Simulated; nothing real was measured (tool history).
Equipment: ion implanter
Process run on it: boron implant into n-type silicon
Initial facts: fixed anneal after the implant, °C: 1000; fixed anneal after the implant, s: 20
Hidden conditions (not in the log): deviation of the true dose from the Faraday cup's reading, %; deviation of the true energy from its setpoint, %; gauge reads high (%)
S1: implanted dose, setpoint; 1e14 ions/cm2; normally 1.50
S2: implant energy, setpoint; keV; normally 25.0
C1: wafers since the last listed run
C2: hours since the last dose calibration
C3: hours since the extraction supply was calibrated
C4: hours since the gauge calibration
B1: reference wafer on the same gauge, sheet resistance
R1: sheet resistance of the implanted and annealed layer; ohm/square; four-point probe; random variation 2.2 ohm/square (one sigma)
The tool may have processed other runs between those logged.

Run 1, hour 0.0: usual settings; C1 0; C2 591.2; C3 1004.3; C4 356.6; B1 615.84. Result: R1 566.72 ohm/square.
Run 2, hour 61.6: usual settings; C1 1341; C2 652.8; C3 1065.9; C4 418.2; B1 616.21. Result: R1 570.91 ohm/square.
Run 3, hour 105.2: usual settings but S1 1.35 1e14 ions/cm2, S2 29.0 keV; C1 949; C2 696.4; C3 1109.5; C4 461.8; B1 617.17. Result: R1 596.37 ohm/square.
Run 4, hour 157.3: usual settings but S1 1.35 1e14 ions/cm2, S2 29.0 keV; C1 1134; C2 748.5; C3 1161.6; C4 513.9; B1 617.26. Result: R1 593.20 ohm/square.
Run 5, hour 199.7: usual settings; C1 923; C2 790.9; C3 1204.0; C4 556.3; B1 618.85. Result: R1 568.95 ohm/square.
Run 6, hour 236.1: usual settings; C1 792; C2 827.3; C3 1240.4; C4 592.7; B1 618.27. Result: R1 569.60 ohm/square.
Run 7, hour 329.8: usual settings; C1 2040; C2 921.0; C3 1334.1; C4 686.4; B1 619.78. Result: R1 572.07 ohm/square.
Run 8, hour 369.9: usual settings but S1 1.30 1e14 ions/cm2, S2 28.0 keV; C1 873; C2 961.1; C3 1374.2; C4 726.5; B1 620.27. Result: R1 620.35 ohm/square.
Run 9, hour 514.3: usual settings but S1 1.36 1e14 ions/cm2; C1 3144; C2 1105.5; C3 1518.6; C4 870.9; B1 622.33. Result: R1 615.58 ohm/square.
Run 10, hour 586.9: usual settings; C1 1581; C2 1178.1; C3 1591.2; C4 943.5; B1 623.83. Result: R1 573.55 ohm/square.
Run 11, hour 648.2: usual settings; C1 1335; C2 1239.4; C3 1652.5; C4 1004.8; B1 623.68. Result: R1 575.03 ohm/square.
Run 12, hour 713.8: usual settings but S1 1.29 1e14 ions/cm2, S2 18.5 keV; C1 1428; C2 1305.0; C3 1718.1; C4 1070.4; B1 623.99. Result: R1 671.12 ohm/square.
Run 13, hour 783.2: usual settings but S1 1.29 1e14 ions/cm2, S2 18.5 keV; C1 1511; C2 1374.4; C3 1787.5; C4 1139.8; B1 625.33. Result: R1 675.70 ohm/square.
Run 14, hour 854.1: usual settings but S1 1.29 1e14 ions/cm2, S2 18.5 keV; C1 1544; C2 1445.3; C3 1858.4; C4 1210.7; B1 626.90. Result: R1 681.06 ohm/square.
Run 15, hour 920.3: usual settings; C1 1441; C2 1511.5; C3 1924.6; C4 1276.9; B1 626.43. Result: R1 574.64 ohm/square.
Run 16, hour 1020.5: usual settings but S1 1.81 1e14 ions/cm2, S2 22.0 keV; C1 2182; C2 1611.7; C3 2024.8; C4 1377.1; B1 628.04. Result: R1 504.30 ohm/square.
Run 17, hour 1073.9: usual settings; C1 1162; C2 1665.1; C3 2078.2; C4 1430.5; B1 628.98. Result: R1 577.65 ohm/square.
Run 18, hour 1175.1: usual settings but S1 1.89 1e14 ions/cm2, S2 19.0 keV; C1 2204; C2 1766.3; C3 2179.4; C4 1531.7; B1 629.99. Result: R1 499.65 ohm/square.
At hour 1235.5: Faraday cup replaced and dose calibrated.
Run 19, hour 1236.0: usual settings but S1 1.95 1e14 ions/cm2, S2 32.5 keV; C1 1152; C2 0.5; C3 2240.3; C4 1592.6; B1 631.03. Result: R1 453.68 ohm/square.
Run 20, hour 1376.9: usual settings; C1 3068; C2 141.4; C3 2381.2; C4 1733.5; B1 632.23. Result: R1 579.77 ohm/square.
Run 21, hour 1464.6: usual settings but S1 1.38 1e14 ions/cm2, S2 28.0 keV; C1 1910; C2 229.1; C3 2468.9; C4 1821.2; B1 633.40. Result: R1 611.50 ohm/square.
Run 22, hour 1546.4: usual settings but S2 27.5 keV; C1 1781; C2 310.9; C3 2550.7; C4 1903.0; B1 633.96. Result: R1 571.86 ohm/square.
Run 23, hour 1590.3: usual settings; C1 956; C2 354.8; C3 2594.6; C4 1946.9; B1 635.45. Result: R1 580.84 ohm/square.
At hour 1672.3: extraction supply calibrated.
Run 24, hour 1672.8: usual settings; C1 1622; C2 437.3; C3 0.5; C4 2029.4; B1 635.98. Result: R1 581.48 ohm/square.
At hour 1758.0: gauge calibrated.
Run 25, hour 1760.6: usual settings but S1 1.16 1e14 ions/cm2; C1 1912; C2 525.1; C3 88.3; C4 2.6; B1 614.12. Result: R1 687.16 ohm/square.
Run 26, hour 1848.3: usual settings but S1 1.38 1e14 ions/cm2; C1 1910; C2 612.8; C3 176.0; C4 90.3; B1 615.90. Result: R1 603.48 ohm/square.
Run 27, hour 1933.2: usual settings but S2 27.5 keV; C1 1849; C2 697.7; C3 260.9; C4 175.2; B1 616.37. Result: R1 557.98 ohm/square.
Run 28, hour 1999.0: usual settings but S1 1.75 1e14 ions/cm2, S2 32.5 keV; C1 1433; C2 763.5; C3 326.7; C4 241.0; B1 617.39. Result: R1 483.10 ohm/square.
Run 29, hour 2074.1: usual settings but S2 17.0 keV; C1 1635; C2 838.6; C3 401.8; C4 316.1; B1 618.62. Result: R1 597.56 ohm/square.
Run 30, hour 2158.6: usual settings but S1 1.21 1e14 ions/cm2, S2 33.0 keV; C1 1840; C2 923.1; C3 486.3; C4 400.6; B1 618.91. Result: R1 631.26 ohm/square.
Run 31, hour 2258.8: usual settings but S1 1.22 1e14 ions/cm2, S2 29.5 keV; C1 2182; C2 1023.3; C3 586.5; C4 500.8; B1 620.88. Result: R1 644.36 ohm/square.
Run 32, hour 2321.6: usual settings but S1 1.88 1e14 ions/cm2, S2 29.5 keV; C1 1367; C2 1086.1; C3 649.3; C4 563.6; B1 620.85. Result: R1 468.25 ohm/square.

Run 33 is up next; what results do you expect?
Run 33, hour 2377.7: usual settings but S1 1.36 1e14 ions/cm2, S2 17.0 keV; C1 1221; C2 1142.2; C3 705.4; C4 619.7; B1 ?. Result: R1 ?.

{"run 33": {"B1": 622.14, "R1": 649.11}}
With no hidden state in the tool, this same run would have given R1 637.93 ohm/square.
